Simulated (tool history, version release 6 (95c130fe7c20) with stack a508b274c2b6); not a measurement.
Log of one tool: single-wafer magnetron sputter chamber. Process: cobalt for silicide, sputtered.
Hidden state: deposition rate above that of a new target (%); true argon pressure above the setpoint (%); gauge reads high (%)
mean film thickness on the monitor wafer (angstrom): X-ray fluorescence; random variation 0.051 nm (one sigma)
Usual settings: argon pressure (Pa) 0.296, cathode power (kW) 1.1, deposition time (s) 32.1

run,hour,argon pressure (Pa),cathode power (kW),deposition time (s),wafers since the last listed run,wafers on the sputter target,hours since the last manometer calibration,hours since the magnet pack was replaced,hours since the gauge calibration,"read-back reference wafer on the same gauge, thickness_nm",mean film thickness on the monitor wafer (angstrom)
1,0,0.296,1.1,32.1,0,3243,1212.2,4262.3,520.4,18.177,171.35
2,37.4,0.296,1.1,32.1,1029,4273,1249.6,4299.7,557.8,18.227,171.08
3,102.3,0.296,1.1,32.1,1786,6059,1314.5,4364.6,622.7,18.223,170.35
4,190.6,0.296,1.2,32.1,2430,8490,1402.8,4452.9,711,18.211,181.6
# hour 288.3: sputter target and shields replaced
5,341.9,0.296,0.95,27.1,3944,1474,1554.1,4604.2,862.3,18.187,127.98
6,385.9,0.296,0.95,27.1,1211,2685,1598.1,4648.2,906.3,18.233,128.1
7,477.7,0.296,0.95,27.1,2526,5212,1689.9,4740,998.1,18.19,127.79
8,522.8,0.296,1.1,32.1,1241,6454,1735,4785.1,1043.2,18.2,169.28
9,608.5,0.296,0.9,32.1,2359,8813,1820.7,4870.8,1128.9,18.213,144.48
10,649.5,0.296,0.9,32.1,1128,9942,1861.7,4911.8,1169.9,18.217,143.81
# hour 722.8: sputter target and shields replaced
11,723.4,0.296,0.9,32.1,1814,17,1935.6,4985.7,1243.8,18.207,146.1
# hour 768.7: magnet pack replaced
12,810.2,0.25,1.1,32.1,2169,2186,2022.4,41.5,1330.6,18.166,175.18
13,879.3,0.25,1.1,32.1,1902,4088,2091.5,110.6,1399.7,18.184,175.27
14,966.7,0.296,1.1,32.1,2405,6494,2178.9,198,1487.1,18.2,170.12
15,1025,0.296,1,32.1,1604,8099,2237.2,256.3,1545.4,18.208,156.29
16,1076,0.361,1.1,32.1,1403,9503,2288.2,307.3,1596.4,18.19,163.53
17,1121.6,0.366,1.1,38.4,1255,10758,2333.8,352.9,1642,18.2,194.39
# hour 1200.1: gauge calibrated
# hour 1215.4: sputter target and shields replaced
18,1215.9,0.254,1,26.5,2375,12,2428.1,447.2,15.8,18.231,133.9
19,1285,0.404,0.85,37.4,1902,1915,2497.2,516.3,84.9,18.219,154.9
20,1386,0.296,0.95,25.8,2780,4695,2598.2,617.3,185.9,18.207,121.96
21,1469.5,0.296,1.1,37.2,2298,6993,2681.7,700.8,269.4,18.198,196.9
# hour 1521.2: capacitance manometer re-zeroed and calibrated
22,1566.6,0.254,1,26.5,2452,9446,45.4,797.9,366.5,18.18,131.4
23,1633,0.296,1.2,33.8,1827,11274,111.8,864.3,432.9,18.234,189.24
# hour 1646.4: sputter target and shields replaced
24,1670.9,0.296,0.95,32.1,823,674,149.7,902.2,470.8,18.206,152.32
25,1713.4,0.296,1.1,32.1,1169,1843,192.2,944.7,513.3,18.204,170.94
26,1777.6,0.199,1.35,32.1,1767,3611,256.4,1008.9,577.5,18.184,210.81
27,1839.9,0.296,1,37.9,1714,5326,318.7,1071.2,639.8,18.169,185.93
28,1909.4,0.296,1.1,32.1,1913,7239,388.2,1140.7,709.3,18.194,169.53
29,2034,0.296,1.1,32.1,3429,10668,512.8,1265.3,833.9,18.206,166.77
# hour 2140.5: sputter target and shields replaced
30,2141,0.225,0.9,32.1,2725,12,619.8,1372.3,940.9,18.184,150.3
31,2228.3,0.296,1,32.1,2403,2416,707.1,1459.6,1028.2,18.187,158.05
32,2274.8,0.296,1.1,32.1,1279,3696,753.6,1506.1,1074.7,18.209,170.97

Some steps in mean film thickness on the monitor wafer (angstrom) between neighbouring runs. How much of each would the tool show without its hidden state too (settings, what came in, random variation), and how much is left for the hidden state, with any gauge scatter that isn't in both results?
Run 17 -> 18: argon pressure (Pa) 0.366 -> 0.254, cathode power (kW) 1.1 -> 1, deposition time (s) 38.4 -> 26.5, gauge calibrated, sputter target and shields replaced. mean film thickness on the monitor wafer (angstrom) -60.49: hidden state +4.29, all else -64.78.
Run 20 -> 21: cathode power (kW) 0.95 -> 1.1, deposition time (s) 25.8 -> 37.2. mean film thickness on the monitor wafer (angstrom) +74.94: hidden state -1.42, all else +76.36.
Run 21 -> 22: argon pressure (Pa) 0.296 -> 0.254, cathode power (kW) 1.1 -> 1, deposition time (s) 37.2 -> 26.5, capacitance manometer re-zeroed and calibrated. mean film thickness on the monitor wafer (angstrom) -65.5: hidden state -0.41, all else -65.09.
Run 23 -> 24: cathode power (kW) 1.2 -> 0.95, deposition time (s) 33.8 -> 32.1, sputter target and shields replaced. mean film thickness on the monitor wafer (angstrom) -36.92: hidden state +4.39, all else -41.31.
Run 29 -> 30: argon pressure (Pa) 0.296 -> 0.225, cathode power (kW) 1.1 -> 0.9, sputter target and shields replaced. mean film thickness on the monitor wafer (angstrom) -16.47: hidden state +3.91, all else -20.38.
